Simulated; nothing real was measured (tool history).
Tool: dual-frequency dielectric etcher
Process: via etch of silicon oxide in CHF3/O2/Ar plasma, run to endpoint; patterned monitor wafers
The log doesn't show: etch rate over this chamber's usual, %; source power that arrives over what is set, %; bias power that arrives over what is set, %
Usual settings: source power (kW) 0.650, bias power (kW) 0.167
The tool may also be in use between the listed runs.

run    hour  source power (kW)  bias power (kW)  wafers since the last listed run  hours since the last wet clean  hours since the last source power generator calibration  hours since the last bias power generator calibration  hours since the last upper electrode change  incoming incoming film thickness, nm  endpoint time (s)
  1     0.0              0.730            0.177                                 0                           164.8                                                   3921.1                                                 2092.8                                       2657.0                                 790.0              426.4
  2    36.9              0.730            0.177                               208                           201.7                                                   3958.0                                                 2129.7                                       2693.9                                 788.6              423.5
  3    88.4              0.650            0.167                               290                           253.2                                                   4009.5                                                 2181.2                                       2745.4                                 792.8              459.2
  4   117.1              0.650            0.167                               162                           281.9                                                   4038.2                                                 2209.9                                       2774.1                                 783.8              458.0
      256.1  -- wet clean of the chamber
  5   256.6              0.650            0.167                               652                             0.5                                                   4177.7                                                 2349.4                                       2913.6                                 783.1              446.9
  6   280.3              0.650            0.167                               133                            24.2                                                   4201.4                                                 2373.1                                       2937.3                                 791.0              451.5
  7   336.7              0.650            0.167                               318                            80.6                                                   4257.8                                                 2429.5                                       2993.7                                 780.4              444.0
  8   406.7              0.650            0.167                               395                           150.6                                                   4327.8                                                 2499.5                                       3063.7                                 790.9              455.7
  9   455.8              0.650            0.167                               277                           199.7                                                   4376.9                                                 2548.6                                       3112.8                                 787.5              455.4
 10   498.3              0.650            0.167                               240                           242.2                                                   4419.4                                                 2591.1                                       3155.3                                 788.1              454.5
 11   563.6              0.650            0.167                               368                           307.5                                                   4484.7                                                 2656.4                                       3220.6                                 784.2              453.9
 12   630.8              0.650            0.190                               379                           374.7                                                   4551.9                                                 2723.6                                       3287.8                                 790.8              430.1
      659.7  -- wet clean of the chamber
 13   700.0              0.650            0.190                               255                            40.3                                                   4621.1                                                 2792.8                                       3357.0                                 782.6              418.5
 14   731.2              0.650            0.167                               176                            71.5                                                   4652.3                                                 2824.0                                       3388.2                                 777.6              449.9
 15   762.7              0.650            0.167                               177                           103.0                                                   4683.8                                                 2855.5                                       3419.7                                 783.2              451.3
 16   828.7              0.650            0.167                               372                           169.0                                                   4749.8                                                 2921.5                                       3485.7                                 781.9              451.9
      857.1  -- bias power generator calibrated
 17   892.7              0.650            0.167                               339                           233.0                                                   4813.8                                                   35.6                                       3549.7                                 788.4              458.4
 18   936.8              0.650            0.167                               249                           277.1                                                   4857.9                                                   79.7                                       3593.8                                 782.6              457.3
 19   965.0              0.650            0.167                               159                           305.3                                                   4886.1                                                  107.9                                       3622.0                                 788.6              463.0
      979.5  -- source power generator calibrated
     1032.3  -- wet clean of the chamber
 20  1032.8              0.650            0.146                               224                             0.5                                                     53.3                                                  175.7                                       3689.8                                 777.8              472.4
 21  1046.8              0.740            0.193                                79                            14.5                                                     67.3                                                  189.7                                       3703.8                                 790.3              397.7
 22  1084.9              0.610            0.138                               215                            52.6                                                    105.4                                                  227.8                                       3741.9                                 786.6              504.6
 23  1149.6              0.540            0.185                               365                           117.3                                                    170.1                                                  292.5                                       3806.6                                 781.0              444.0
 24  1200.0              0.650            0.167                               284                           167.7                                                    220.5                                                  342.9                                       3857.0                                 780.4              445.4
 25  1233.4              0.650            0.167                               188                           201.1                                                    253.9                                                  376.3                                       3890.4                                 782.7              452.5
 26  1278.6              0.570            0.167                               255                           246.3                                                    299.1                                                  421.5                                       3935.6                                 786.9              473.9
     1334.3  -- upper electrode replaced
 27  1334.8              0.700            0.134                               181                           302.5                                                    355.3                                                  477.7                                          0.5                                 787.3              504.5
 28  1365.5              0.770            0.185                               173                           333.2                                                    386.0                                                  508.4                                         31.2                                 789.1              412.5
     1395.8  -- wet clean of the chamber
 29  1426.7              0.650            0.194                               210                            30.9                                                    447.2                                                  569.6                                         92.4                                 783.8              414.1
 30  1474.0              0.740            0.190                               267                            78.2                                                    494.5                                                  616.9                                        139.7                                 790.4              404.1
 31  1514.3              0.650            0.140                               227                           118.5                                                    534.8                                                  657.2                                        180.0                                 791.2              498.4
 32  1557.7              0.570            0.167                               245                           161.9                                                    578.2                                                  700.6                                        223.4                                 780.6              465.8
 33  1607.2              0.650            0.167                               279                           211.4                                                    627.7                                                  750.1                                        272.9                                 792.5              462.4
 34  1631.9              0.730            0.195                               139                           236.1                                                    652.4                                                  774.8                                        297.6                                 784.6              407.9
 35  1695.8              0.650            0.167                               361                           300.0                                                    716.3                                                  838.7                                        361.5                                 779.0              454.6
 36  1756.1              0.650            0.208                               340                           360.3                                                    776.6                                                  899.0                                        421.8                                 787.9              415.4

Hidden state at the last listed run before each entry between runs and at the first one after, where it differs:
Between runs 4 and 5: wet clean of the chamber (hour 256.1)
  etch rate over this chamber's usual, %: -2.17 -> -0.213
  measured less the result without the state, endpoint time (s): +9.9 -> +0.9
Between runs 12 and 13: wet clean of the chamber (hour 659.7)
  etch rate over this chamber's usual, %: -2.88 -> -0.84
  measured less the result without the state, endpoint time (s): +12.4 -> +3.5
Between runs 16 and 17: bias power generator calibrated (hour 857.1)
  etch rate over this chamber's usual, %: -1.76 -> -2.21
  measured less the result without the state, endpoint time (s): +7.9 -> +10.1
Between runs 19 and 20: source power generator calibrated (hour 979.5); wet clean of the chamber (hour 1032.3)
  etch rate over this chamber's usual, %: -2.73 -> 0.393
  measured less the result without the state, endpoint time (s): +12.7 -> -1.8
Between runs 26 and 27: upper electrode replaced (hour 1334.3)
  etch rate over this chamber's usual, %: -1.36 -> -1.76
  measured less the result without the state, endpoint time (s): +6.4 -> +8.9
Between runs 28 and 29: wet clean of the chamber (hour 1395.8)
  etch rate over this chamber's usual, %: -1.98 -> -0.38
  measured less the result without the state, endpoint time (s): +8.2 -> +1.5
